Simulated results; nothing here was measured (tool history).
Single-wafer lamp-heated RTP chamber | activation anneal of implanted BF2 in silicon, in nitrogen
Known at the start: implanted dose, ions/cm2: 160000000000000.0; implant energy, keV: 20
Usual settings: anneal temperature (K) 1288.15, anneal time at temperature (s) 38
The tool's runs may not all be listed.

run	hour	anneal temperature (K)	anneal time at temperature (s)	wafers since the last listed run	wafers since the last pyrometer calibration	wafers since the reflector plate was cleaned	hours since the gauge calibration	read-back reference wafer on the same gauge, sheet resistance	sheet resistance of the implanted and annealed layer (ohm/square)
1	0.0	1303.15	38	0	998	4858	214.0	763.54	722.46
# hour 16.6: reflector plate cleaned
2	17.1	1303.15	38	169	1167	8	231.1	764.45	722.32
3	23.6	1288.15	38	121	1288	129	237.6	764.56	728.11
4	36.8	1288.15	38	245	1534	375	250.8	764.56	730.63
5	49.7	1288.15	38	240	1774	615	263.7	764.91	730.21
6	56.5	1277.15	38	126	1901	742	270.5	765.87	730.83
7	66.5	1277.15	38	186	2087	928	280.5	766.02	732.52
8	81.2	1288.15	38	273	2361	1202	295.2	765.79	729.32
9	90.0	1288.15	38	163	2525	1366	304.0	766.42	731.93
10	103.3	1288.15	38	247	2772	1613	317.3	766.13	730.20
11	115.8	1288.15	38	232	3005	1846	329.8	766.80	730.96
12	126.5	1288.15	38	199	3204	2045	340.5	768.21	733.48
13	140.4	1288.15	38	258	3463	2304	354.4	767.48	735.49
14	148.1	1288.15	38	143	3607	2448	362.1	768.54	735.88
15	164.3	1288.15	38	301	3908	2749	378.3	768.76	735.55
# hour 184.7: pyrometer window cleaned and pyrometer calibrated
16	185.2	1288.15	38	240	9	2989	399.2	769.98	735.65
17	194.4	1288.15	38	171	180	3161	408.4	770.30	734.66
18	201.3	1317.15	51	128	309	3289	415.3	770.60	718.26
19	217.2	1310.15	50	296	605	3585	431.2	771.69	722.64
20	229.8	1305.15	54	234	839	3820	443.8	772.34	724.49
21	240.3	1265.15	52	195	1035	4016	454.3	772.86	738.99
# hour 261.4: reflector plate cleaned
22	269.3	1307.15	17	391	1426	147	483.3	774.26	743.52

Run 23 comes next. What will it give?
# hour 279.5: gauge calibrated
23	282.4	1288.15	52	243	1670	391	2.9	?	?

read-back reference wafer on the same gauge, sheet resistance: 759.72
sheet resistance of the implanted and annealed layer (ohm/square): 719.88
Without the tool's hidden state the same run would have given sheet resistance of the implanted and annealed layer (ohm/square) 719.76.
